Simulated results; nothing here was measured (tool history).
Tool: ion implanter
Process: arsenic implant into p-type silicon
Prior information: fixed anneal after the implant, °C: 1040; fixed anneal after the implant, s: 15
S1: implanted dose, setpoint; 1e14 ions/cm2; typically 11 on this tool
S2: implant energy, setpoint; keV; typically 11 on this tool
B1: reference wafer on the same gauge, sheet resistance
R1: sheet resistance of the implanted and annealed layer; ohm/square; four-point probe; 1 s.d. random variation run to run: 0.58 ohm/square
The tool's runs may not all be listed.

run 1 hour=0 | S1=11 S2=11 | B1=119.71 | R1=120.13
run 2 hour=24.5 | S1=11 S2=11 | B1=119.49 | R1=120.28
run 3 hour=43.4 | S1=10.01 S2=9.5 | B1=119.4 | R1=128.51
run 4 hour=65.2 | S1=10.01 S2=9.5 | B1=119.44 | R1=128.9
run 5 hour=87.9 | S1=11 S2=11 | B1=119.45 | R1=119.94
run 6 hour=116 | S1=11 S2=9.5 | B1=119.29 | R1=120.87
run 7 hour=137.7 | S1=11 S2=11 | B1=119.36 | R1=119.39
run 8 hour=156.2 | S1=12.42 S2=11 | B1=119.23 | R1=112.91
run 9 hour=179.2 | S1=12.42 S2=11 | B1=119.13 | R1=112.84
run 10 hour=192.8 | S1=12.43 S2=11 | B1=119.11 | R1=112.07
run 11 hour=210.8 | S1=11 S2=11 | B1=119.17 | R1=119.93
run 12 hour=228.3 | S1=11 S2=11 | B1=119.03 | R1=119.86
run 13 hour=261.3 | S1=11 S2=11 | B1=119.01 | R1=119.96
run 14 hour=282 | S1=12.86 S2=11 | B1=119.14 | R1=111.57
run 15 hour=317.9 | S1=12.86 S2=11 | B1=118.98 | R1=110.59
run 16 hour=333 | S1=8.54 S2=8.5 | B1=119.14 | R1=142.51
run 17 hour=363.5 | S1=11 S2=11 | B1=118.96 | R1=118.9
run 18 hour=384.6 | S1=11 S2=11 | B1=118.86 | R1=119.39
run 19 hour=401.8 | S1=13.75 S2=11 | B1=118.95 | R1=108.76
-- hour=410 extraction supply calibrated
-- hour=434.5 Faraday cup replaced and dose calibrated
run 20 hour=435 | S1=11 S2=11 | B1=118.81 | R1=119.5
run 21 hour=446.7 | S1=11 S2=11 | B1=118.93 | R1=118.88
run 22 hour=459.4 | S1=11 S2=11 | B1=118.85 | R1=118.7
run 23 hour=487.3 | S1=11 S2=8.5 | B1=118.95 | R1=121.44
-- hour=514.5 gauge calibrated
run 24 hour=519.8 | S1=8.3 S2=11 | B1=122.92 | R1=146.36
run 25 hour=538.9 | S1=9.09 S2=12.5 | B1=122.55 | R1=135.99
run 26 hour=551.1 | S1=14.17 S2=14 | B1=122.57 | R1=106.44
run 27 hour=578.2 | S1=11.91 S2=9 | B1=122.16 | R1=120.44
run 28 hour=593.6 | S1=12.61 S2=11 | B1=121.94 | R1=114.6
run 29 hour=609.6 | S1=14.04 S2=11 | B1=121.76 | R1=109.16
run 30 hour=627.5 | S1=12.05 S2=13.5 | B1=121.61 | R1=114.46
run 31 hour=651.2 | S1=11 S2=11 | B1=121.31 | R1=121.37

Hidden state, per run?
deviation of the true dose from the Faraday cup's reading, %: 0 at every run
deviation of the true energy from its setpoint, %: 0 at every run
H1: gauge reads high (%)
run=1 H1=-2.7
run=2 H1=-2.77
run=3 H1=-2.83
run=4 H1=-2.88
run=5 H1=-2.93
run=6 H1=-2.99
run=7 H1=-3.04
run=8 H1=-3.07
run=9 H1=-3.11
run=10 H1=-3.13
run=11 H1=-3.15
run=12 H1=-3.18
run=13 H1=-3.22
run=14 H1=-3.24
run=15 H1=-3.27
run=16 H1=-3.29
run=17 H1=-3.31
run=18 H1=-3.33
run=19 H1=-3.34
run=20 H1=-3.36
run=21 H1=-3.36
run=22 H1=-3.37
run=23 H1=-3.38
run=24 H1=-0.11
run=25 H1=-0.338
run=26 H1=-0.474
run=27 H1=-0.754
run=28 H1=-0.9
run=29 H1=-1.04
run=30 H1=-1.19
run=31 H1=-1.37
